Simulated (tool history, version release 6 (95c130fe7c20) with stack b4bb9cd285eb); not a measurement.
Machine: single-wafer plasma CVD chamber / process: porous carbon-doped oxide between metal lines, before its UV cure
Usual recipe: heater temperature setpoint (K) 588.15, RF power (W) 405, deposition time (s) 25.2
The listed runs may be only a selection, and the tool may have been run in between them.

run   hour  heater temperature setpoint (K)  RF power (W)  deposition time (s)  wafers since the last listed run  hours since the last thermocouple change  hours since the last RF generator calibration  hours since the showerhead was replaced  hours since the gauge calibration  read-back reference wafer on the same gauge, thickness_nm  mean film thickness on the monitor wafer (Å)
  1    0.0                           588.15           365                 25.2                                 0                                    1743.4                                          492.4                                   5496.2                              368.2                                                    103.880                                       1032.88
  2   26.1                           588.15           365                 25.2                               420                                    1769.5                                          518.5                                   5522.3                              394.3                                                    104.077                                       1024.88
  3   59.2                           588.15           365                 25.2                               532                                    1802.6                                          551.6                                   5555.4                              427.4                                                    104.053                                       1018.93
  4   94.9                           588.15           405                 25.2                               574                                    1838.3                                          587.3                                   5591.1                              463.1                                                    103.864                                       1130.24
  5  115.3                           588.15           405                 25.2                               328                                    1858.7                                          607.7                                   5611.5                              483.5                                                    103.973                                       1119.20
  6  134.1                           588.15           405                 25.2                               302                                    1877.5                                          626.5                                   5630.3                              502.3                                                    104.091                                       1134.65
  7  169.8                           588.15           405                 25.2                               574                                    1913.2                                          662.2                                   5666.0                              538.0                                                    103.995                                       1132.02
  8  197.6                           588.15           405                 25.2                               447                                    1941.0                                          690.0                                   5693.8                              565.8                                                    103.909                                       1124.10
  9  268.7                           588.15           405                 25.2                              1144                                    2012.1                                          761.1                                   5764.9                              636.9                                                    103.957                                       1113.81
 10  282.6                           588.15           405                 25.2                               223                                    2026.0                                          775.0                                   5778.8                              650.8                                                    104.016                                       1115.09
     303.0  -- showerhead replaced
     317.9  -- thermocouple changed; heater temperature recalibrated
 11  318.4                           588.15           405                 25.2                               318                                       0.5                                          810.8                                     15.4                              686.6                                                    104.046                                       1123.05
 12  343.0                           588.15           405                 25.2                               396                                      25.1                                          835.4                                     40.0                              711.2                                                    104.027                                       1134.23
 13  403.9                           588.15           405                 25.2                               980                                      86.0                                          896.3                                    100.9                              772.1                                                    104.101                                       1120.02
 14  429.2                           588.15           405                 22.1                               407                                     111.3                                          921.6                                    126.2                              797.4                                                    104.183                                        978.35
     441.8  -- RF generator calibrated
 15  443.7                           588.15           405                 25.2                               104                                     125.8                                            1.9                                    140.7                              811.9                                                    104.100                                       1084.28
 16  472.6                           588.15           460                 26.9                               465                                     154.7                                           30.8                                    169.6                              840.8                                                    103.708                                       1295.27
 17  487.1                           600.15           475                 25.2                               233                                     169.2                                           45.3                                    184.1                              855.3                                                    104.005                                       1180.33
     491.1  -- gauge calibrated
 18  505.4                           588.15           405                 27.6                               294                                     187.5                                           63.6                                    202.4                               14.3                                                    104.042                                       1171.17

For run 19, what comes out?
 19  529.2                           588.15           435                 22.7                               383                                     211.3                                           87.4                                    226.2                               38.1                                                          ?                                             ?

read-back reference wafer on the same gauge, thickness_nm: 104.042
mean film thickness on the monitor wafer (Å): 1029.79
With the hidden condition absent and the run-to-run variation left alone, this run would have shown mean film thickness on the monitor wafer (Å) 1122.90.

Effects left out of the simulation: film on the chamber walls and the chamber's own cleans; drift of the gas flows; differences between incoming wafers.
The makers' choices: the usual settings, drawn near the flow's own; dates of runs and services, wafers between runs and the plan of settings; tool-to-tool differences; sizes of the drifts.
